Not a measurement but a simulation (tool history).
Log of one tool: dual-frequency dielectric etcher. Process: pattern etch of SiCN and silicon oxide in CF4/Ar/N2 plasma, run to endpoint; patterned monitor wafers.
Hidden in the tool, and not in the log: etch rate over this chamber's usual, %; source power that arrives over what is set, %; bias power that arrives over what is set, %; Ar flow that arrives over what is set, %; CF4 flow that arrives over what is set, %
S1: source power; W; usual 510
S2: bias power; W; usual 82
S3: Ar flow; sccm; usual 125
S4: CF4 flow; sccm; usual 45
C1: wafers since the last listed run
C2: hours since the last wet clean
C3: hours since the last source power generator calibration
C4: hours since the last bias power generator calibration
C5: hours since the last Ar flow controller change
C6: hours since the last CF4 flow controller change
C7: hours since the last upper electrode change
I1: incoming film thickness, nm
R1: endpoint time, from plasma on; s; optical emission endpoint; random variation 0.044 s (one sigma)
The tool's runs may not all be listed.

run	hour	S1	S2	S3	S4	C1	C2	C3	C4	C5	C6	C7	I1	R1
1	0.0	510	89	125	45	0	370.3	1720.0	327.9	4801.2	5439.6	2380.1	9.35	10.0
2	49.2	510	89	125	45	456	419.5	1769.2	377.1	4850.4	5488.8	2429.3	9.32	10.0
3	121.0	510	82	125	45	666	491.3	1841.0	448.9	4922.2	5560.6	2501.1	9.43	10.5
# hour 208.2: wet clean of the chamber
4	213.0	510	82	125	45	631	4.8	1933.0	540.9	5014.2	5652.6	2593.1	9.31	10.3
5	259.7	510	82	125	45	433	51.5	1979.7	587.6	5060.9	5699.3	2639.8	9.39	10.3
6	348.7	510	82	125	45	826	140.5	2068.7	676.6	5149.9	5788.3	2728.8	9.41	10.4
# hour 450.5: Ar flow controller replaced
7	453.0	510	82	125	45	912	244.8	2173.0	780.9	2.5	5892.6	2833.1	9.40	10.3
8	540.3	510	88	125	45	810	332.1	2260.3	868.2	89.8	5979.9	2920.4	9.50	10.1
# hour 568.9: CF4 flow controller replaced
9	597.7	510	82	125	45	477	389.5	2317.7	925.6	147.2	28.8	2977.8	9.37	10.3
# hour 680.3: wet clean of the chamber
# hour 828.3: source power generator calibrated
10	846.9	510	82	125	45	2054	166.6	18.6	1174.8	396.4	278.0	3227.0	9.31	10.6
11	888.1	380	102	148	51	382	207.8	59.8	1216.0	437.6	319.2	3268.2	9.47	14.0
12	956.1	510	82	125	45	631	275.8	127.8	1284.0	505.6	387.2	3336.2	9.43	10.8
# hour 1044.8: bias power generator calibrated
# hour 1045.7: upper electrode replaced
13	1046.4	600	98	133	45	793	366.1	218.1	1.6	595.9	477.5	0.7	9.31	8.3
14	1091.8	600	93	135	35	421	411.5	263.5	47.0	641.3	522.9	46.1	9.49	8.9
15	1128.7	510	82	153	45	342	448.4	300.4	83.9	678.2	559.8	83.0	9.33	11.0
16	1207.8	510	102	125	45	734	527.5	379.5	163.0	757.3	638.9	162.1	9.48	9.8
# hour 1255.6: wet clean of the chamber
17	1256.1	510	68	125	45	225	0.5	427.8	211.3	805.6	687.2	210.4	9.46	11.5
18	1318.7	560	82	125	53	581	63.1	490.4	273.9	868.2	749.8	273.0	9.41	9.3
19	1422.8	620	70	115	34	966	167.2	594.5	378.0	972.3	853.9	377.1	9.45	9.4
20	1505.1	510	82	125	45	764	249.5	676.8	460.3	1054.6	936.2	459.4	9.49	10.7
21	1570.5	510	88	125	45	607	314.9	742.2	525.7	1120.0	1001.6	524.8	9.40	10.3
22	1649.5	640	82	97	45	733	393.9	821.2	604.7	1199.0	1080.6	603.8	9.35	7.8
# hour 1733.6: wet clean of the chamber
23	1740.8	420	69	125	55	624	7.2	912.5	696.0	1290.3	1171.9	695.1	9.43	13.8

How the hidden state differs across the entries between the runs, from the last listed run before each to the first after it:
Between runs 3 and 4: wet clean of the chamber (hour 208.2)
  source power that arrives over what is set, %: 2.15 -> 2.25
Between runs 6 and 7: Ar flow controller replaced (hour 450.5)
  source power that arrives over what is set, %: 2.4 -> 2.52
Between runs 8 and 9: CF4 flow controller replaced (hour 568.9)
  source power that arrives over what is set, %: 2.62 -> 2.68
Between runs 9 and 10: wet clean of the chamber (hour 680.3); source power generator calibrated (hour 828.3)
  source power that arrives over what is set, %: 2.68 -> -0.0619
Between runs 12 and 13: bias power generator calibrated (hour 1044.8); upper electrode replaced (hour 1045.7)
  source power that arrives over what is set, %: 0.0583 -> 0.158
Between runs 16 and 17: wet clean of the chamber (hour 1255.6)
  source power that arrives over what is set, %: 0.335 -> 0.388
Between runs 22 and 23: wet clean of the chamber (hour 1733.6)
  source power that arrives over what is set, %: 0.821 -> 0.922
